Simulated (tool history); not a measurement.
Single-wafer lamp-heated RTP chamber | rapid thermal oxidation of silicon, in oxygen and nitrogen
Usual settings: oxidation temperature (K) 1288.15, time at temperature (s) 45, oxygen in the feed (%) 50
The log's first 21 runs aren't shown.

| run | hour | oxidation temperature (K) | time at temperature (s) | oxygen in the feed (%) | wafers since the last listed run | wafers since the last pyrometer calibration | hours since the oxygen flow controller was replaced | hours since the gauge calibration | read-back reference wafer on the same gauge, thickness | oxide thickness on the monitor wafer (angstrom) |
|---|---|---|---|---|---|---|---|---|---|---|
| 22 | 1717 | 1270.15 | 64 | 50 | 435 | 1299 | 6153.9 | 603.9 | 3.651 | 44.8 |
|  | 1746 | oxygen flow controller replaced |
| 23 | 1805.8 | 1270.15 | 31 | 31 | 713 | 2013 | 59.8 | 692.7 | 3.649 | 30.12 |
| 24 | 1874.9 | 1288.15 | 45 | 50 | 610 | 2624 | 128.9 | 761.8 | 3.65 | 44.57 |
| 25 | 1949.1 | 1261.15 | 45 | 41 | 655 | 3279 | 203.1 | 836 | 3.647 | 35.13 |
| 26 | 2040.3 | 1299.15 | 61 | 38 | 805 | 4085 | 294.3 | 927.2 | 3.648 | 49.8 |
| 27 | 2124.7 | 1274.15 | 34 | 50 | 745 | 4830 | 378.7 | 1011.6 | 3.651 | 36.35 |
| 28 | 2225.3 | 1268.15 | 45 | 50 | 888 | 5719 | 479.3 | 1112.2 | 3.651 | 39.06 |
| 29 | 2333.1 | 1288.15 | 45 | 24 | 952 | 6672 | 587.1 | 1220 | 3.649 | 35.52 |
| 30 | 2379.3 | 1288.15 | 45 | 50 | 408 | 7080 | 633.3 | 1266.2 | 3.652 | 44.65 |
|  | 2397.4 | pyrometer window cleaned and pyrometer calibrated |
| 31 | 2517.9 | 1262.15 | 35 | 23 | 1153 | 1064 | 771.9 | 1404.8 | 3.652 | 28.1 |
| 32 | 2612.7 | 1313.15 | 45 | 50 | 837 | 1902 | 866.7 | 1499.6 | 3.65 | 52.77 |
| 33 | 2662.4 | 1288.15 | 65 | 50 | 439 | 2341 | 916.4 | 1549.3 | 3.65 | 52.04 |
| 34 | 2754.9 | 1266.15 | 63 | 67 | 817 | 3158 | 1008.9 | 1641.8 | 3.65 | 48.39 |
| 35 | 2828.9 | 1271.15 | 45 | 50 | 653 | 3812 | 1082.9 | 1715.8 | 3.651 | 39.8 |
| 36 | 2881.6 | 1288.15 | 45 | 50 | 465 | 4277 | 1135.6 | 1768.5 | 3.649 | 44.52 |
| 37 | 2919.3 | 1288.15 | 45 | 50 | 333 | 4610 | 1173.3 | 1806.2 | 3.649 | 44.6 |
| 38 | 2977.7 | 1270.15 | 45 | 50 | 515 | 5126 | 1231.7 | 1864.6 | 3.649 | 39.51 |

3 ways to go on from here, each from the tool as it stands after run 38. What would each give?
| A | 2978.2 | 1288.15 | 45 | 50 | 4 | 5131 | 1232.2 | 1865.1 | ? | ? |
| B | 2978.2 | 1316.15 | 60 | 50 | 4 | 5131 | 1232.2 | 1865.1 | ? | ? |
| C | 2978.2 | 1288.15 | 45 | 35 | 4 | 5131 | 1232.2 | 1865.1 | ? | ? |

| run | read-back reference wafer on the same gauge, thickness | oxide thickness on the monitor wafer (angstrom) |
|---|---|---|
| A | 3.653 | 44.54 |
| B | 3.653 | 61.05 |
| C | 3.653 | 39.72 |
Without the tool's hidden state the same runs would have given:
| run | oxide thickness on the monitor wafer (angstrom) |
|---|---|
| A | 44.07 |
| B | 60.39 |
| C | 39.32 |
